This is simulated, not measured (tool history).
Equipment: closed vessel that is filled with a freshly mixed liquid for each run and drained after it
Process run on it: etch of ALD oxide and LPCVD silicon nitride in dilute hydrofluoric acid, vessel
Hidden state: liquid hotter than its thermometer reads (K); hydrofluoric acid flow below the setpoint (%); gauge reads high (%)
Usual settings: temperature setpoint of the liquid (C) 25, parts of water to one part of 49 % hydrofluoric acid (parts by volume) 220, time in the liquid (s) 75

run	day	temperature setpoint of the liquid (C)	parts of water to one part of 49 % hydrofluoric acid (parts by volume)	time in the liquid (s)	wafers since the last listed run	hours since the thermometer was replaced	hours since the hydrofluoric acid flow meter was replaced	hours since the gauge calibration	read-back film thickness of the ALD oxide reference wafer, read on the same gauge (nm)	thickness taken off the ALD oxide on a monitor wafer (Å)
1	0	25	220	75	0	704.3	279.2	420.8	90	89.9
2	2.404	25	220	75	7389	762	336.9	478.5	90	89.9
3	5.271	25	265	75	8810	830.8	405.7	547.3	90	70.8
4	7.933	25	220	75	8183	894.7	469.6	611.2	90.03	88.2
5	10.138	25	220	75	6774	947.6	522.5	664.1	89.99	88.7
6	12.417	25	220	75	7005	1002.3	577.2	718.8	90.01	87.4
7	14.867	25	220	75	7530	1061.1	636	777.6	90	88.5
# day 15.133: gauge calibrated
8	16.312	25	220	75	4443	1095.8	670.7	28.3	89.99	88.8
9	17.533	25	220	75	3752	1125.1	700	57.6	89.99	88.7
10	20.354	25	220	95	8669	1192.8	767.7	125.3	90	110.4
11	23.196	25	220	95	8733	1261	835.9	193.5	90.01	111.5
12	24.996	25	220	95	5532	1304.2	879.1	236.7	90	110.8
13	27.317	25	220	75	7133	1359.9	934.8	292.4	89.99	87.3
14	29.596	25	220	75	7005	1414.6	989.5	347.1	90	86.3
15	32.425	25	220	75	8695	1482.5	1057.4	415	90	87.1
16	34.567	29.5	220	55	6582	1533.9	1108.8	466.4	90	73.5
17	36.717	26.5	185	75	6608	1585.5	1160.4	518	89.98	112.9
18	38.892	23	260	40	6684	1637.7	1212.6	570.2	90	34.5
# day 40.092: gauge calibrated
19	41.004	20.5	275	75	6492	1688.4	1263.3	21.9	89.98	55.1
20	42.142	28	270	75	3496	1715.7	1290.6	49.2	89.99	73.3
# day 45.079: hydrofluoric acid flow meter replaced
# day 45.25: thermometer replaced
21	47.804	29	220	115	17147	61.3	65.4	185.1	90	160.3
22	49.738	25	220	35	5942	107.7	111.8	231.5	90.01	42.4
23	51.871	25	220	75	6556	158.9	163	282.7	90	90.5
24	53.471	23.5	120	75	4917	197.3	201.4	321.1	90.01	174.8
25	54.767	25	165	115	3982	228.4	232.5	352.2	89.99	194.9
26	56.708	25	290	75	5967	275	279.1	398.8	90	63.3

4 ways to go on from here, each from the tool as it stands after run 26. What would each give?
A	56.738	25	220	75	89	275.7	279.8	399.5	?	?
B	56.738	27.5	220	75	89	275.7	279.8	399.5	?	?
C	56.738	26.5	270	90	89	275.7	279.8	399.5	?	?
D	56.738	29	130	95	89	275.7	279.8	399.5	?	?

run	read-back film thickness of the ALD oxide reference wafer, read on the same gauge (nm)	thickness taken off the ALD oxide on a monitor wafer (Å)
A	89.98	90
B	89.98	98.4
C	89.98	87.9
D	89.98	248.7
The same runs, with their run-to-run variation unchanged, on a tool lacking any hidden condition would have given:
run	thickness taken off the ALD oxide on a monitor wafer (Å)
A	91.3
B	99.8
C	89.3
D	252.1
